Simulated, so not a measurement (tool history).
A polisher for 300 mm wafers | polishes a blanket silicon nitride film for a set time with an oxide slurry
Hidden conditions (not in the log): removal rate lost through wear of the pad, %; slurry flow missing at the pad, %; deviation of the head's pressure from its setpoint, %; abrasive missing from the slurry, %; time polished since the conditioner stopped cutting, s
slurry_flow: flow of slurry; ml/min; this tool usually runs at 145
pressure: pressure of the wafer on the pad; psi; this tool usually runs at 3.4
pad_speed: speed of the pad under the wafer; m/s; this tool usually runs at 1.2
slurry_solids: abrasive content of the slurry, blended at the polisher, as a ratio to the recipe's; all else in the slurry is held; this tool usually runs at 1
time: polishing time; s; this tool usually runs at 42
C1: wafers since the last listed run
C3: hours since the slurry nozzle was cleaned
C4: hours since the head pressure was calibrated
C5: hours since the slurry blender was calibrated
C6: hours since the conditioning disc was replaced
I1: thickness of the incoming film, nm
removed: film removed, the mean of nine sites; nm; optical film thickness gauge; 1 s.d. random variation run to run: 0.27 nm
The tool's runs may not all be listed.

run 1 day=0 | slurry_flow=145 pressure=3.4 pad_speed=1.2 slurry_solids=1 time=42 | C1=0 wafers_polished_on_this_pad=6539 C3=368.8 C4=317.1 C5=158.9 C6=89.7 | I1=540.5 | removed=34.3
-- day=3.867 worn pad replaced by a new one, of another model than before
-- day=5.512 slurry nozzle cleaned
run 2 day=7.6 | slurry_flow=145 pressure=3.4 pad_speed=1.2 slurry_solids=1 time=42 | C1=2487 wafers_polished_on_this_pad=1242 C3=50.1 C4=499.5 C5=341.3 C6=272.1 | I1=548.6 | removed=35
-- day=7.808 head pressure recalibrated
run 3 day=11.662 | slurry_flow=145 pressure=3.4 pad_speed=1.2 slurry_solids=1 time=42 | C1=1339 wafers_polished_on_this_pad=2581 C3=147.6 C4=92.5 C5=438.8 C6=369.6 | I1=535.7 | removed=34.9
run 4 day=13.833 | slurry_flow=145 pressure=3.4 pad_speed=1.2 slurry_solids=1 time=42 | C1=730 wafers_polished_on_this_pad=3311 C3=199.7 C4=144.6 C5=490.9 C6=421.7 | I1=547.4 | removed=34
-- day=15.692 slurry blender recalibrated
run 5 day=16.017 | slurry_flow=145 pressure=3.4 pad_speed=1.2 slurry_solids=1 time=42 | C1=706 wafers_polished_on_this_pad=4018 C3=252.1 C4=197 C5=7.8 C6=474.1 | I1=543 | removed=34.3
-- day=19.175 conditioning disc replaced and pad reconditioned
run 6 day=19.192 | slurry_flow=145 pressure=3.4 pad_speed=1.2 slurry_solids=1 time=42 | C1=1040 wafers_polished_on_this_pad=5059 C3=328.3 C4=273.2 C5=84 C6=0.4 | I1=542.3 | removed=32.9
run 7 day=21.129 | slurry_flow=145 pressure=3.4 pad_speed=1.2 slurry_solids=1 time=42 | C1=652 wafers_polished_on_this_pad=5711 C3=374.8 C4=319.7 C5=130.5 C6=46.9 | I1=545.9 | removed=32.1
-- day=22.796 worn pad replaced by a new one
run 8 day=23.438 | slurry_flow=145 pressure=3.4 pad_speed=1.2 slurry_solids=1 time=42 | C1=720 wafers_polished_on_this_pad=215 C3=430.2 C4=375.1 C5=185.9 C6=102.3 | I1=546 | removed=32.4
-- day=25.412 slurry nozzle cleaned
run 9 day=26.767 | slurry_flow=145 pressure=3.4 pad_speed=1.2 slurry_solids=1.25 time=47 | C1=1106 wafers_polished_on_this_pad=1321 C3=32.5 C4=455 C5=265.8 C6=182.2 | I1=541.5 | removed=45.1
run 10 day=30.817 | slurry_flow=145 pressure=3.4 pad_speed=1.2 slurry_solids=1 time=42 | C1=1362 wafers_polished_on_this_pad=2684 C3=129.7 C4=552.2 C5=363 C6=279.4 | I1=532.6 | removed=35.2
-- day=32.312 head pressure recalibrated
run 11 day=34.033 | slurry_flow=145 pressure=4.5 pad_speed=1.48 slurry_solids=0.75 time=42 | C1=1054 wafers_polished_on_this_pad=3739 C3=206.9 C4=41.3 C5=440.2 C6=356.6 | I1=542.5 | removed=37.3
-- day=37.946 conditioning disc replaced and pad reconditioned
run 12 day=38.483 | slurry_flow=145 pressure=3.4 pad_speed=1.2 slurry_solids=1 time=37 | C1=1469 wafers_polished_on_this_pad=5208 C3=313.7 C4=148.1 C5=547 C6=12.9 | I1=552.9 | removed=29.2
-- day=40.458 slurry blender recalibrated
run 13 day=40.5 | slurry_flow=190 pressure=3.4 pad_speed=0.98 slurry_solids=1 time=42 | C1=650 wafers_polished_on_this_pad=5859 C3=362.1 C4=196.5 C5=1 C6=61.3 | I1=540.9 | removed=31.9
run 14 day=44.221 | slurry_flow=145 pressure=3.4 pad_speed=1.2 slurry_solids=1 time=42 | C1=1252 wafers_polished_on_this_pad=7111 C3=451.4 C4=285.8 C5=90.3 C6=150.6 | I1=546.6 | removed=31.5
-- day=45.871 worn pad replaced by a new one
run 15 day=46.1 | slurry_flow=175 pressure=3.4 pad_speed=1.2 slurry_solids=1 time=42 | C1=576 wafers_polished_on_this_pad=77 C3=496.5 C4=330.9 C5=135.4 C6=195.7 | I1=546.1 | removed=32.9
-- day=48.662 slurry nozzle cleaned
run 16 day=48.812 | slurry_flow=145 pressure=3.4 pad_speed=1.2 slurry_solids=1 time=42 | C1=898 wafers_polished_on_this_pad=975 C3=3.6 C4=396 C5=200.5 C6=260.8 | I1=546.5 | removed=35.6
run 17 day=51.592 | slurry_flow=145 pressure=2.2 pad_speed=0.8 slurry_solids=1 time=42 | C1=935 wafers_polished_on_this_pad=1911 C3=70.3 C4=462.7 C5=267.2 C6=327.5 | I1=536.3 | removed=22.6
-- day=56.538 head pressure recalibrated
run 18 day=60.6 | slurry_flow=120 pressure=3.4 pad_speed=1.46 slurry_solids=1 time=42 | C1=3003 wafers_polished_on_this_pad=4914 C3=286.5 C4=97.5 C5=483.4 C6=543.7 | I1=543.5 | removed=35.4
-- day=61.546 slurry blender recalibrated
-- day=62.121 conditioning disc replaced and pad reconditioned
run 19 day=64.967 | slurry_flow=145 pressure=3.4 pad_speed=1.2 slurry_solids=1 time=42 | C1=1413 wafers_polished_on_this_pad=6327 C3=391.3 C4=202.3 C5=82.1 C6=68.3 | I1=538.8 | removed=32.6
-- day=67.875 slurry nozzle cleaned
run 20 day=68.225 | slurry_flow=145 pressure=4.2 pad_speed=0.98 slurry_solids=0.9 time=42 | C1=1082 wafers_polished_on_this_pad=7410 C3=8.4 C4=280.5 C5=160.3 C6=146.5 | I1=537.8 | removed=35.4
-- day=69.071 worn pad replaced by a new one
run 21 day=71.283 | slurry_flow=145 pressure=3.4 pad_speed=1.2 slurry_solids=0.75 time=42 | C1=973 wafers_polished_on_this_pad=744 C3=81.8 C4=353.9 C5=233.7 C6=219.9 | I1=547.9 | removed=28.8
run 22 day=75.238 | slurry_flow=145 pressure=3.4 pad_speed=1.2 slurry_solids=1 time=33 | C1=1330 wafers_polished_on_this_pad=2074 C3=176.7 C4=448.8 C5=328.6 C6=314.8 | I1=528.8 | removed=27
run 23 day=78.542 | slurry_flow=145 pressure=3.4 pad_speed=1.42 slurry_solids=1.2 time=27 | C1=1111 wafers_polished_on_this_pad=3186 C3=256 C4=528.1 C5=407.9 C6=394.1 | I1=544 | removed=25.9
-- day=80.492 head pressure recalibrated
run 24 day=82.588 | slurry_flow=145 pressure=4.3 pad_speed=1.2 slurry_solids=1 time=42 | C1=1333 wafers_polished_on_this_pad=4520 C3=353.1 C4=50.3 C5=505 C6=491.2 | I1=545.9 | removed=38.8
-- day=83.45 slurry blender recalibrated
-- day=85.15 conditioning disc replaced and pad reconditioned
run 25 day=86.825 | slurry_flow=185 pressure=3 pad_speed=1.2 slurry_solids=1 time=27 | C1=1369 wafers_polished_on_this_pad=5890 C3=454.8 C4=152 C5=81 C6=40.2 | I1=546.1 | removed=20.2

Each row is a separate what-if for the run after 25, all from the same tool condition, not one after another. Results?
run A day=86.842 | slurry_flow=145 pressure=3.4 pad_speed=1.2 slurry_solids=1 time=42 | C1=5 wafers_polished_on_this_pad=5895 C3=455.2 C4=152.4 C5=81.4 C6=40.6 | I1=539.3 | removed=?
run B day=86.842 | slurry_flow=145 pressure=3.4 pad_speed=1.4 slurry_solids=1 time=49 | C1=5 wafers_polished_on_this_pad=5895 C3=455.2 C4=152.4 C5=81.4 C6=40.6 | I1=539.3 | removed=?
run C day=86.842 | slurry_flow=145 pressure=2.9 pad_speed=1.2 slurry_solids=1 time=42 | C1=5 wafers_polished_on_this_pad=5895 C3=455.2 C4=152.4 C5=81.4 C6=40.6 | I1=539.3 | removed=?
run D day=86.842 | slurry_flow=145 pressure=3.4 pad_speed=1.1 slurry_solids=1 time=42 | C1=5 wafers_polished_on_this_pad=5895 C3=455.2 C4=152.4 C5=81.4 C6=40.6 | I1=539.3 | removed=?

run=A removed=31.9
run=B removed=39.9
run=C removed=28.8
run=D removed=30.7
Had the tool no hidden state, the same runs would have come out as:
run=A removed=35.9
run=B removed=45
run=C removed=32.4
run=D removed=34.5

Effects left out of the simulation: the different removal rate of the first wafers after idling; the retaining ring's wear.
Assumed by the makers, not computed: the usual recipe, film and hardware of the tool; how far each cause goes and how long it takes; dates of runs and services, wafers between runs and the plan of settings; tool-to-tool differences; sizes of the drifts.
